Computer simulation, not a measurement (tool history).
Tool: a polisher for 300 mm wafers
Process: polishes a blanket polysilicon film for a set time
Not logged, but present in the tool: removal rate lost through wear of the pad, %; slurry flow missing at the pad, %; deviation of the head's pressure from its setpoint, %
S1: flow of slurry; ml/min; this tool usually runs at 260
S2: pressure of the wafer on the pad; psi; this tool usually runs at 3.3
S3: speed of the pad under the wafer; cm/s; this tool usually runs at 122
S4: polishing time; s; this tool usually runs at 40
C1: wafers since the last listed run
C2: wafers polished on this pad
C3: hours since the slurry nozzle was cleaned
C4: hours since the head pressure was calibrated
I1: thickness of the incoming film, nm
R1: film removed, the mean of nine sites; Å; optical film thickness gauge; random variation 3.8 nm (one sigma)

Run 1, hour 0: usual settings; C1 0; C2 1638; C3 453.7; C4 740.9; I1 1364. Result: R1 4619 Å.
Run 2, hour 101.8: usual settings; C1 773; C2 2411; C3 555.5; C4 842.7; I1 1345.6. Result: R1 4583 Å.
Run 3, hour 187.9: usual settings; C1 653; C2 3065; C3 641.6; C4 928.8; I1 1368.7. Result: R1 4709 Å.
Run 4, hour 237.1: usual settings but S1 230 ml/min, S3 154 cm/s; C1 373; C2 3438; C3 690.8; C4 978; I1 1357.1. Result: R1 5830 Å.
Run 5, hour 278.8: usual settings; C1 316; C2 3755; C3 732.5; C4 1019.7; I1 1354.4. Result: R1 4607 Å.
At hour 289.3: worn pad replaced by a new one.
Run 6, hour 324.6: usual settings; C1 317; C2 267; C3 778.3; C4 1065.5; I1 1341.2. Result: R1 4577 Å.
At hour 326.3: slurry nozzle cleaned.
Run 7, hour 428.9: usual settings; C1 784; C2 1052; C3 102.6; C4 1169.8; I1 1362.3. Result: R1 4562 Å.
Run 8, hour 496.6: usual settings; C1 514; C2 1566; C3 170.3; C4 1237.5; I1 1348. Result: R1 4576 Å.
At hour 553: head pressure recalibrated.
Run 9, hour 559.2: usual settings; C1 460; C2 2026; C3 232.9; C4 6.2; I1 1347.5. Result: R1 4619 Å.
Run 10, hour 602.3: usual settings but S3 154 cm/s; C1 327; C2 2353; C3 276; C4 49.3; I1 1338.2. Result: R1 5816 Å.
Run 11, hour 643.5: usual settings; C1 312; C2 2666; C3 317.2; C4 90.5; I1 1337.7. Result: R1 4669 Å.
Run 12, hour 695.6: usual settings; C1 395; C2 3062; C3 369.3; C4 142.6; I1 1354.9. Result: R1 4628 Å.
At hour 752.3: worn pad replaced by a new one.
Run 13, hour 756.3: usual settings; C1 430; C2 30; C3 430; C4 203.3; I1 1361.4. Result: R1 4642 Å.
Run 14, hour 992.6: usual settings but S1 220 ml/min; C1 1794; C2 1824; C3 666.3; C4 439.6; I1 1353.3. Result: R1 4546 Å.
At hour 1153.2: slurry nozzle cleaned.
At hour 1183.8: worn pad replaced by a new one.
Run 15, hour 1290.7: usual settings but S1 345 ml/min, S2 2.1 psi; C1 2225; C2 812; C3 137.5; C4 737.7; I1 1348. Result: R1 3158 Å.
Run 16, hour 1370.3: usual settings but S1 185 ml/min; C1 604; C2 1416; C3 217.1; C4 817.3; I1 1367.8. Result: R1 4455 Å.
Run 17, hour 1447.6: usual settings; C1 587; C2 2003; C3 294.4; C4 894.6; I1 1341.5. Result: R1 4607 Å.
Run 18, hour 1530.3: usual settings but S2 2.5 psi, S4 34 s; C1 628; C2 2631; C3 377.1; C4 977.3; I1 1367.3. Result: R1 3064 Å.
Run 19, hour 1567.4: usual settings but S1 220 ml/min, S2 4.4 psi, S3 88 cm/s, S4 53 s; C1 281; C2 2913; C3 414.2; C4 1014.4; I1 1331.5. Result: R1 5689 Å.
Run 20, hour 1608.1: usual settings but S1 205 ml/min; C1 309; C2 3222; C3 454.9; C4 1055.1; I1 1351.1. Result: R1 4517 Å.
Run 21, hour 1679.1: usual settings; C1 539; C2 3761; C3 525.9; C4 1126.1; I1 1361.5. Result: R1 4665 Å.
At hour 1692.7: worn pad replaced by a new one.
Run 22, hour 1760.5: usual settings but S1 220 ml/min, S2 2.5 psi, S3 88 cm/s; C1 587; C2 514; C3 607.3; C4 1207.5; I1 1361.4. Result: R1 2545 Å.
At hour 1769.9: head pressure recalibrated.
Run 23, hour 1806.4: usual settings but S2 4.2 psi, S3 134 cm/s; C1 333; C2 848; C3 653.2; C4 36.5; I1 1347.2. Result: R1 6331 Å.
Run 24, hour 1913.6: usual settings but S1 335 ml/min; C1 814; C2 1662; C3 760.4; C4 143.7; I1 1352.9. Result: R1 4759 Å.
At hour 1986.9: slurry nozzle cleaned.
At hour 2082.5: worn pad replaced by a new one.
Run 25, hour 2145.3: usual settings; C1 1721; C2 477; C3 158.4; C4 375.4; I1 1348.1. Result: R1 4674 Å.
Run 26, hour 2232.5: usual settings but S1 300 ml/min, S2 4.1 psi; C1 662; C2 1139; C3 245.6; C4 462.6; I1 1342.8. Result: R1 5762 Å.

Predict each of these 4 candidate next runs independently; none follows another, all start after run 26:
Run A, hour 2232.9: usual settings; C1 3; C2 1142; C3 246; C4 463; I1 1368.4. Result: R1 ?.
Run B, hour 2232.9: usual settings but S1 305 ml/min, S2 4.4 psi; C1 3; C2 1142; C3 246; C4 463; I1 1368.4. Result: R1 ?.
Run C, hour 2232.9: usual settings but S1 300 ml/min, S2 3.9 psi, S3 106 cm/s, S4 52 s; C1 3; C2 1142; C3 246; C4 463; I1 1368.4. Result: R1 ?.
Run D, hour 2232.9: usual settings but S3 86 cm/s; C1 3; C2 1142; C3 246; C4 463; I1 1368.4. Result: R1 ?.

run    R1
  A  4663
  B  6234
  C  6263
  D  3287
Had the tool no hidden state, the same runs would have come out as:
run    R1
  A  4663
  B  6234
  C  6263
  D  3287

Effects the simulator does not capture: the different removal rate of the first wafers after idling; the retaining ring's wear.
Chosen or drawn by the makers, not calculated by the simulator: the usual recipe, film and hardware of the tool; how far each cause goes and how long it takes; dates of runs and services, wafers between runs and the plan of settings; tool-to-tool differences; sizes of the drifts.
